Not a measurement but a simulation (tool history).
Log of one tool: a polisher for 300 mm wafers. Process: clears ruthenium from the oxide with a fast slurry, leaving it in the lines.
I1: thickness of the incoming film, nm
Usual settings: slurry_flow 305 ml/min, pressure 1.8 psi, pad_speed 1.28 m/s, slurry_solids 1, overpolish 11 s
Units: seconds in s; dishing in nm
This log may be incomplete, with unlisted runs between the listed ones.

{"run": 1, "hour": 0.0, "slurry_flow": 305, "pressure": 1.8, "pad_speed": 1.28, "slurry_solids": 1, "overpolish": 11, "I1": 253.2, "seconds": 84.8, "dishing": 26.1}
{"run": 2, "hour": 83.6, "slurry_flow": 305, "pressure": 1.8, "pad_speed": 1.28, "slurry_solids": 1, "overpolish": 11, "I1": 254.4, "seconds": 87.3, "dishing": 25.1}
{"run": 3, "hour": 155.0, "slurry_flow": 305, "pressure": 1.8, "pad_speed": 1.28, "slurry_solids": 1, "overpolish": 11, "I1": 258.5, "seconds": 93.9, "dishing": 24.7}
{"hour": 207.8, "done": "head pressure recalibrated"}
{"run": 4, "hour": 212.0, "slurry_flow": 305, "pressure": 1.8, "pad_speed": 1.44, "slurry_solids": 1, "overpolish": 11, "I1": 252.8, "seconds": 88.5, "dishing": 25.4}
{"run": 5, "hour": 270.2, "slurry_flow": 305, "pressure": 1.8, "pad_speed": 1.44, "slurry_solids": 1, "overpolish": 11, "I1": 258, "seconds": 90, "dishing": 25.8}
{"hour": 307.1, "done": "slurry nozzle cleaned"}
{"run": 6, "hour": 375.0, "slurry_flow": 305, "pressure": 1.8, "pad_speed": 1.44, "slurry_solids": 1, "overpolish": 11, "I1": 257.9, "seconds": 89.4, "dishing": 25.7}
{"run": 7, "hour": 423.5, "slurry_flow": 305, "pressure": 1.8, "pad_speed": 1.7, "slurry_solids": 0.8, "overpolish": 15, "I1": 258, "seconds": 88.4, "dishing": 34.7}
{"run": 8, "hour": 488.0, "slurry_flow": 305, "pressure": 1.8, "pad_speed": 0.92, "slurry_solids": 1, "overpolish": 7, "I1": 256.2, "seconds": 117.5, "dishing": 12.9}
{"run": 9, "hour": 576.4, "slurry_flow": 240, "pressure": 1.2, "pad_speed": 1.28, "slurry_solids": 1, "overpolish": 11, "I1": 256.6, "seconds": 145.3, "dishing": 15.6}
{"run": 10, "hour": 639.2, "slurry_flow": 305, "pressure": 2, "pad_speed": 1.28, "slurry_solids": 1, "overpolish": 11, "I1": 260.4, "seconds": 92.4, "dishing": 25.9}
{"hour": 659.6, "done": "slurry blender recalibrated"}
{"hour": 663.7, "done": "worn pad replaced by a new one"}
{"run": 11, "hour": 738.6, "slurry_flow": 305, "pressure": 1.4, "pad_speed": 1.46, "slurry_solids": 1.25, "overpolish": 11, "I1": 256.5, "seconds": 101, "dishing": 24.1}
{"run": 12, "hour": 828.1, "slurry_flow": 305, "pressure": 1.8, "pad_speed": 1.28, "slurry_solids": 0.85, "overpolish": 11, "I1": 255, "seconds": 98.1, "dishing": 22.7}
{"hour": 838.4, "done": "head pressure recalibrated"}
{"hour": 863.8, "done": "slurry nozzle cleaned"}
{"run": 13, "hour": 914.8, "slurry_flow": 245, "pressure": 1.8, "pad_speed": 1.28, "slurry_solids": 0.85, "overpolish": 8, "I1": 252.2, "seconds": 98.9, "dishing": 17.2}
{"run": 14, "hour": 1020.2, "slurry_flow": 305, "pressure": 1.8, "pad_speed": 1.28, "slurry_solids": 1, "overpolish": 11, "I1": 254, "seconds": 94.7, "dishing": 23.6}
{"run": 15, "hour": 1086.6, "slurry_flow": 305, "pressure": 1.8, "pad_speed": 1.28, "slurry_solids": 1.3, "overpolish": 11, "I1": 255.7, "seconds": 85.9, "dishing": 26.8}
{"run": 16, "hour": 1143.0, "slurry_flow": 255, "pressure": 1.8, "pad_speed": 0.86, "slurry_solids": 1.25, "overpolish": 14, "I1": 253.3, "seconds": 111, "dishing": 25.7}
{"run": 17, "hour": 1187.2, "slurry_flow": 400, "pressure": 1.8, "pad_speed": 1.28, "slurry_solids": 1.1, "overpolish": 9, "I1": 253.3, "seconds": 92.3, "dishing": 21.3}
{"run": 18, "hour": 1267.4, "slurry_flow": 305, "pressure": 1.8, "pad_speed": 1.52, "slurry_solids": 1, "overpolish": 5, "I1": 257.8, "seconds": 90.3, "dishing": 12.9}
{"run": 19, "hour": 1303.5, "slurry_flow": 305, "pressure": 1.8, "pad_speed": 1.28, "slurry_solids": 1, "overpolish": 11, "I1": 254.3, "seconds": 97.2, "dishing": 24}
{"hour": 1323.1, "done": "worn pad replaced by a new one"}
{"hour": 1357.9, "done": "slurry blender recalibrated"}
{"run": 20, "hour": 1395.5, "slurry_flow": 305, "pressure": 1.8, "pad_speed": 1.1, "slurry_solids": 1, "overpolish": 11, "I1": 256.3, "seconds": 96.6, "dishing": 23.3}
{"hour": 1429.2, "done": "head pressure recalibrated"}
{"run": 21, "hour": 1433.8, "slurry_flow": 305, "pressure": 1.8, "pad_speed": 1.28, "slurry_solids": 1, "overpolish": 11, "I1": 258.6, "seconds": 90, "dishing": 25.3}
{"hour": 1533.4, "done": "slurry nozzle cleaned"}
{"run": 22, "hour": 1556.4, "slurry_flow": 305, "pressure": 1.8, "pad_speed": 1.28, "slurry_solids": 1, "overpolish": 11, "I1": 255.7, "seconds": 93, "dishing": 24.9}
{"run": 23, "hour": 1631.6, "slurry_flow": 305, "pressure": 1.8, "pad_speed": 1.28, "slurry_solids": 1, "overpolish": 11, "I1": 252.1, "seconds": 93.6, "dishing": 24.8}
{"run": 24, "hour": 1673.8, "slurry_flow": 385, "pressure": 1.2, "pad_speed": 1.04, "slurry_solids": 0.85, "overpolish": 11, "I1": 252.6, "seconds": 172.5, "dishing": 13.5}
{"run": 25, "hour": 1738.9, "slurry_flow": 305, "pressure": 1.8, "pad_speed": 1.7, "slurry_solids": 0.8, "overpolish": 15, "I1": 253.5, "seconds": 85, "dishing": 35.1}
{"run": 26, "hour": 1834.1, "slurry_flow": 305, "pressure": 2.2, "pad_speed": 1.28, "slurry_solids": 1.2, "overpolish": 5, "I1": 254.7, "seconds": 76.1, "dishing": 14.3}
{"run": 27, "hour": 1921.8, "slurry_flow": 305, "pressure": 1.8, "pad_speed": 1.28, "slurry_solids": 1, "overpolish": 11, "I1": 251.6, "seconds": 97.8, "dishing": 24.5}
{"hour": 1967.3, "done": "worn pad replaced by a new one"}
{"hour": 1979.5, "done": "slurry blender recalibrated"}
{"run": 28, "hour": 2002.6, "slurry_flow": 205, "pressure": 1.4, "pad_speed": 1.28, "slurry_solids": 1, "overpolish": 11, "I1": 254, "seconds": 116.9, "dishing": 21}

The logged runs with the hidden state left out (each run's random variation unchanged):
Hidden conditions of the tool in this case: removal rate lost through wear of the pad, %; slurry flow missing at the pad, %; deviation of the head's pressure from its setpoint, %; abrasive missing from the slurry, %.
run=1 seconds=82.9 dishing=26.7
run=2 seconds=81.8 dishing=26.7
run=3 seconds=85.7 dishing=26.8
run=4 seconds=79.4 dishing=28.1
run=5 seconds=79.6 dishing=28.8
run=6 seconds=77.7 dishing=29.2
run=7 seconds=75.6 dishing=39.8
run=8 seconds=100.9 dishing=14.9
run=9 seconds=124.2 dishing=18.1
run=10 seconds=78.7 dishing=30
run=11 seconds=96.8 dishing=25.1
run=12 seconds=90.1 dishing=24.6
run=13 seconds=88.6 dishing=19
run=14 seconds=83.7 dishing=26.4
run=15 seconds=76.2 dishing=29.8
run=16 seconds=97.9 dishing=28.8
run=17 seconds=80.6 dishing=24.2
run=18 seconds=78.1 dishing=14.8
run=19 seconds=84 dishing=27.5
run=20 seconds=93.2 dishing=24.1
run=21 seconds=85.1 dishing=26.6
run=22 seconds=84 dishing=27.3
run=23 seconds=83 dishing=27.6
run=24 seconds=150.7 dishing=15.4
run=25 seconds=73.2 dishing=39.9
run=26 seconds=66.2 dishing=16.3
run=27 seconds=83.7 dishing=28.2
run=28 seconds=114.1 dishing=21.5

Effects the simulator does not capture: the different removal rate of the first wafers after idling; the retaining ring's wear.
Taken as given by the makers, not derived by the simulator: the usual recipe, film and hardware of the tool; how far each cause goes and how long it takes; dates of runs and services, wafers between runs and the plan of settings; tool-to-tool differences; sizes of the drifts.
